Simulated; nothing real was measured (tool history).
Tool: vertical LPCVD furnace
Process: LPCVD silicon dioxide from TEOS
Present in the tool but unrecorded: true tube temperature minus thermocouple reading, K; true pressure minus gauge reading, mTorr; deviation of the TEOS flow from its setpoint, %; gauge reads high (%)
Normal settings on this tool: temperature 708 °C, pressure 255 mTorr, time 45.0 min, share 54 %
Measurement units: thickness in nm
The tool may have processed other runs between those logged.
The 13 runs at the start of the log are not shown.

run	hour	temperature	pressure	time	share	wafers since the last listed run	hours since the last temperature calibration	hours since the pressure gauge was zeroed	hours since the TEOS flow controller was replaced	hours since the gauge calibration	read-back reference wafer on the same gauge, thickness	thickness
# hour 167.3: thermocouples replaced and temperature profile calibrated
14	167.8	708	255	45.0	54	4	0.5	37.4	114.9	231.5	332.33	305.80
15	172.4	720	215	36.0	49	39	5.1	42.0	119.5	236.1	332.34	282.84
16	176.9	702	275	31.0	51	38	9.6	46.5	124.0	240.6	332.04	186.25
17	181.5	720	255	45.0	64	39	14.2	51.1	128.6	245.2	331.77	436.33
18	190.8	708	255	45.0	54	80	23.5	60.4	137.9	254.5	332.13	307.01
19	204.4	700	255	31.5	54	117	37.1	74.0	151.5	268.1	332.11	177.95
20	216.9	708	255	45.0	54	108	49.6	86.5	164.0	280.6	331.52	305.70
21	235.1	708	255	45.0	54	157	67.8	104.7	182.2	298.8	331.92	305.25
# hour 250.2: gauge calibrated
22	253.6	708	255	45.0	54	160	86.3	123.2	200.7	3.4	331.63	306.52
23	264.8	708	235	32.0	43	96	97.5	134.4	211.9	14.6	331.87	186.38
24	275.4	715	275	45.0	54	91	108.1	145.0	222.5	25.2	331.91	374.97
25	294.3	708	255	52.5	48	163	127.0	163.9	241.4	44.1	332.06	338.15
26	305.4	708	295	28.0	54	96	138.1	175.0	252.5	55.2	332.09	206.58
27	317.2	698	255	45.0	58	102	149.9	186.8	264.3	67.0	332.15	252.10
28	330.9	720	215	61.0	43	118	163.6	200.5	278.0	80.7	331.54	447.62
29	346.4	708	255	45.0	54	134	179.1	216.0	293.5	96.2	332.22	305.52
30	354.6	708	210	35.5	54	70	187.3	224.2	301.7	104.4	331.68	219.51
31	364.9	708	315	45.0	54	89	197.6	234.5	312.0	114.7	332.06	340.47
32	371.4	708	255	45.0	63	56	204.1	241.0	318.5	121.2	331.73	332.56

Each row is a separate what-if for the run after 32, all from the same tool condition, not one after another. Results?
A	376.0	718	255	45.0	54	39	208.7	245.6	323.1	125.8	?	?
B	376.0	715	255	45.0	60	39	208.7	245.6	323.1	125.8	?	?
C	376.0	713	255	45.0	54	39	208.7	245.6	323.1	125.8	?	?

run	read-back reference wafer on the same gauge, thickness	thickness
A	332.13	384.60
B	332.13	378.96
C	332.13	343.63
With the hidden condition removed and each run's random variation left untouched, the same runs would have given:
run	thickness
A	384.60
B	378.96
C	343.63
